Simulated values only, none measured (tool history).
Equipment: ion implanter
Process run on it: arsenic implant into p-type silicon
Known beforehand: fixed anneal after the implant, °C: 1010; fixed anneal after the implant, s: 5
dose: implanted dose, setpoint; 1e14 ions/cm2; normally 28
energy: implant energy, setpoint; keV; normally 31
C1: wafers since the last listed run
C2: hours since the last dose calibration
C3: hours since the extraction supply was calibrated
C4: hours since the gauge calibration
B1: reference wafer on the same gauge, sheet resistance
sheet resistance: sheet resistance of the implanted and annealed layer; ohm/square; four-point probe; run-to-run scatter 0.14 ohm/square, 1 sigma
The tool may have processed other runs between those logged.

run 1 day=0 | dose=28 energy=23.5 | C1=0 C2=390 C3=4084.3 C4=981.3 | B1=91.68 | sheet_resistance=107
run 2 day=1.967 | dose=28 energy=23.5 | C1=746 C2=437.2 C3=4131.5 C4=1028.5 | B1=91.71 | sheet_resistance=106.62
run 3 day=6.142 | dose=28 energy=23.5 | C1=1585 C2=537.4 C3=4231.7 C4=1128.7 | B1=91.71 | sheet_resistance=106.85
run 4 day=8.917 | dose=28 energy=31 | C1=1053 C2=604 C3=4298.3 C4=1195.3 | B1=91.69 | sheet_resistance=91.89
run 5 day=10.45 | dose=28 energy=31 | C1=582 C2=640.8 C3=4335.1 C4=1232.1 | B1=91.73 | sheet_resistance=92
run 6 day=13.196 | dose=28 energy=31 | C1=1042 C2=706.7 C3=4401 C4=1298 | B1=91.68 | sheet_resistance=91.9
run 7 day=16.946 | dose=28 energy=31 | C1=1423 C2=796.7 C3=4491 C4=1388 | B1=91.77 | sheet_resistance=91.79
run 8 day=20.779 | dose=28 energy=31 | C1=1455 C2=888.7 C3=4583 C4=1480 | B1=91.7 | sheet_resistance=91.73
run 9 day=24.658 | dose=33.81 energy=35 | C1=1472 C2=981.8 C3=4676.1 C4=1573.1 | B1=91.68 | sheet_resistance=83.79
run 10 day=26.783 | dose=33.81 energy=35 | C1=806 C2=1032.8 C3=4727.1 C4=1624.1 | B1=91.7 | sheet_resistance=83.9
run 11 day=29.838 | dose=33.81 energy=35 | C1=1159 C2=1106.1 C3=4800.4 C4=1697.4 | B1=91.73 | sheet_resistance=83.96
run 12 day=31.762 | dose=28 energy=34 | C1=730 C2=1152.3 C3=4846.6 C4=1743.6 | B1=91.71 | sheet_resistance=87.19
run 13 day=34.875 | dose=28 energy=31 | C1=1181 C2=1227 C3=4921.3 C4=1818.3 | B1=91.7 | sheet_resistance=91.74
run 14 day=37.862 | dose=20.25 energy=37 | C1=1134 C2=1298.7 C3=4993 C4=1890 | B1=91.67 | sheet_resistance=88.11
run 15 day=40.317 | dose=28 energy=40.5 | C1=931 C2=1357.6 C3=5051.9 C4=1948.9 | B1=91.76 | sheet_resistance=78.99
-- day=40.95 gauge calibrated
run 16 day=41.879 | dose=28 energy=31 | C1=593 C2=1395.1 C3=5089.4 C4=22.3 | B1=91.67 | sheet_resistance=91.66
run 17 day=45 | dose=20.11 energy=26.5 | C1=1184 C2=1470 C3=5164.3 C4=97.2 | B1=91.67 | sheet_resistance=104.02
-- day=47.508 extraction supply calibrated
run 18 day=49.179 | dose=30.27 energy=31 | C1=1460 C2=1570.3 C3=40.1 C4=197.5 | B1=91.68 | sheet_resistance=90.75
-- day=53.242 Faraday cup replaced and dose calibrated
run 19 day=53.262 | dose=25.69 energy=25 | C1=1423 C2=0.5 C3=138.1 C4=295.5 | B1=91.65 | sheet_resistance=104.52
run 20 day=55.846 | dose=30.36 energy=41 | C1=980 C2=62.5 C3=200.1 C4=357.5 | B1=91.72 | sheet_resistance=78.07
run 21 day=58.888 | dose=28 energy=31 | C1=1154 C2=135.5 C3=273.1 C4=430.5 | B1=91.73 | sheet_resistance=92.02
run 22 day=63.112 | dose=24.1 energy=31 | C1=1604 C2=236.9 C3=374.5 C4=531.9 | B1=91.74 | sheet_resistance=94.07
run 23 day=65.146 | dose=28 energy=31 | C1=771 C2=285.7 C3=423.3 C4=580.7 | B1=91.74 | sheet_resistance=91.92
run 24 day=67.154 | dose=24.09 energy=25.5 | C1=762 C2=333.9 C3=471.5 C4=628.9 | B1=91.76 | sheet_resistance=104.29
run 25 day=70.454 | dose=24.15 energy=37.5 | C1=1252 C2=413.1 C3=550.7 C4=708.1 | B1=91.71 | sheet_resistance=85.15

Predict each of these 3 candidate next runs independently; none follows another, all start after run 25:
run A day=70.471 | dose=25.34 energy=31 | C1=6 C2=413.5 C3=551.1 C4=708.5 | B1=? | sheet_resistance=?
run B day=70.471 | dose=20.77 energy=34 | C1=6 C2=413.5 C3=551.1 C4=708.5 | B1=? | sheet_resistance=?
run C day=70.471 | dose=31.11 energy=38.5 | C1=6 C2=413.5 C3=551.1 C4=708.5 | B1=? | sheet_resistance=?

run=A B1=91.72 sheet_resistance=93.29
run=B B1=91.72 sheet_resistance=91.98
run=C B1=91.72 sheet_resistance=80.56
What these runs would have given with no unlogged condition in the tool:
run=A sheet_resistance=93.27
run=B sheet_resistance=91.95
run=C sheet_resistance=80.54
